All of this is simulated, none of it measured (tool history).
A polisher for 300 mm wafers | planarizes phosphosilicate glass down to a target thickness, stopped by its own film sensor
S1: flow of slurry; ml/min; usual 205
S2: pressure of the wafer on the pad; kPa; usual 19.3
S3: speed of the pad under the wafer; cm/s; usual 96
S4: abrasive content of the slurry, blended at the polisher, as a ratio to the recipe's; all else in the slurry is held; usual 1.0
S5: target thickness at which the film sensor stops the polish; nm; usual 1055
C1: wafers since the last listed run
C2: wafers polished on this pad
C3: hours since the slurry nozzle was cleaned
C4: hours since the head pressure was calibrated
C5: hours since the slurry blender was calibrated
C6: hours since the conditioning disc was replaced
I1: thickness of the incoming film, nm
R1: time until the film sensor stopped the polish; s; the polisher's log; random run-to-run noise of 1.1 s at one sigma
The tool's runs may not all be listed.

| run | hour | S1 | S2 | S3 | S4 | S5 | C1 | C2 | C3 | C4 | C5 | C6 | I1 | R1 |
|---|---|---|---|---|---|---|---|---|---|---|---|---|---|---|
| 1 | 0.0 | 205 | 19.3 | 88 | 1.0 | 985 | 0 | 962 | 462.4 | 205.5 | 348.9 | 132.9 | 1850.2 | 122.2 |
|  | 57.0 | worn pad replaced by a new one |
| 2 | 76.9 | 205 | 19.3 | 88 | 1.0 | 985 | 457 | 125 | 539.3 | 282.4 | 425.8 | 209.8 | 1796.6 | 116.2 |
|  | 100.0 | slurry blender recalibrated |
|  | 123.6 | conditioning disc replaced and pad reconditioned |
|  | 127.5 | head pressure recalibrated |
| 3 | 176.9 | 205 | 19.3 | 88 | 1.0 | 985 | 590 | 715 | 639.3 | 49.4 | 76.9 | 53.3 | 1807.9 | 117.0 |
| 4 | 227.3 | 205 | 19.3 | 104 | 1.0 | 1055 | 316 | 1032 | 689.7 | 99.8 | 127.3 | 103.7 | 1815.3 | 97.7 |
|  | 307.5 | worn pad replaced by a new one |
| 5 | 310.0 | 205 | 14.5 | 96 | 1.0 | 1055 | 494 | 16 | 772.4 | 182.5 | 210.0 | 186.4 | 1830.4 | 127.1 |
|  | 371.7 | slurry nozzle cleaned |
|  | 382.0 | conditioning disc replaced and pad reconditioned |
| 6 | 396.6 | 185 | 19.3 | 96 | 1.0 | 1055 | 525 | 541 | 24.9 | 269.1 | 296.6 | 14.6 | 1801.2 | 99.7 |
| 7 | 451.3 | 205 | 19.3 | 96 | 1.0 | 1055 | 343 | 884 | 79.6 | 323.8 | 351.3 | 69.3 | 1813.5 | 101.3 |

Estimate the outcome of run 8 from the log above:
|  | 493.8 | head pressure recalibrated |
|  | 507.5 | slurry blender recalibrated |
|  | 557.4 | worn pad replaced by a new one |
| 8 | 557.9 | 205 | 22.8 | 96 | 1.1 | 1055 | 619 | 3 | 186.2 | 64.1 | 50.4 | 175.9 | 1820.0 | ? |

R1: 89.5 s
The same run, on a tool lacking any hidden state, would have yielded R1 89.5 s.
